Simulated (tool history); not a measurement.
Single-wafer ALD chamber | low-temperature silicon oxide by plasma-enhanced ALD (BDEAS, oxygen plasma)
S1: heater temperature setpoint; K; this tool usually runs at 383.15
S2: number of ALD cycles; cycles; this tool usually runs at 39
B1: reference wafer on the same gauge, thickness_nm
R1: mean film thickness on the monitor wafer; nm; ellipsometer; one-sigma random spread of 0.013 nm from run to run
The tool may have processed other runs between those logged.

run   hour      S1  S2     B1     R1
  1      0  390.15  39  5.011  5.081
  2    7.2  390.15  39  5.015  5.105
  3     17  371.15  39  5.014   5.28
  4   25.4  371.15  39  5.013  5.272
  5   40.6  371.15  39  5.012  5.247
  6   53.8  383.15  39  5.008  5.147
  7   65.6  383.15  39  5.008  5.166
  8   82.3  383.15  39  5.005  5.137
  9  131.6  383.15  39  5.003   5.14
 10  141.7  374.15  39  5.001  5.225
 11  154.6  386.15  44  4.997   5.77
 12  168.5  386.15  44  5.001  5.785
 13  181.2  386.15  44  4.996  5.753
 14  189.8  383.15  39  4.999  5.129
 15  197.2  383.15  39  4.996  5.162
 16  208.8  391.15  39      5  5.065
     223.3  -- thermocouple changed; heater temperature recalibrated
 17    224  383.15  39  4.998   5.12
 18  240.8  383.15  39  4.998   5.13
 19  250.5  383.15  39  4.995  5.138
 20  285.1  392.15  35  4.993  4.525
 21  292.2  392.15  35  4.994  4.545
 22  301.2  392.15  39  4.996  5.045
 23  307.4  383.15  39  4.995  5.131
 24  319.3  391.15  44  4.996  5.709
     329.4  -- gauge calibrated
 25  332.1  383.15  39  5.128  5.284
 26  345.7  395.15  47   5.12  6.241
 27  359.1  392.15  35  5.115  4.628
 28  368.6  396.15  46  5.111  6.035
 29  384.8  383.15  39  5.099  5.267
 30  391.1  383.15  39  5.097  5.228
 31  399.7  386.15  44  5.094  5.864
 32  410.8  395.15  46  5.086   6.04
 33  428.5  387.15  43  5.079  5.751
 34  437.8  389.15  45  5.074  5.962
 35  449.3  392.15  44  5.071  5.796

For run 36, what comes out?
 36  462.3  383.15  39   ?   ?

Run 36 came out at B1 5.066, R1 5.197 nm.
Take away the tool's hidden state, keep the run-to-run variation as it was, and the same run would have given R1 5.272 nm.
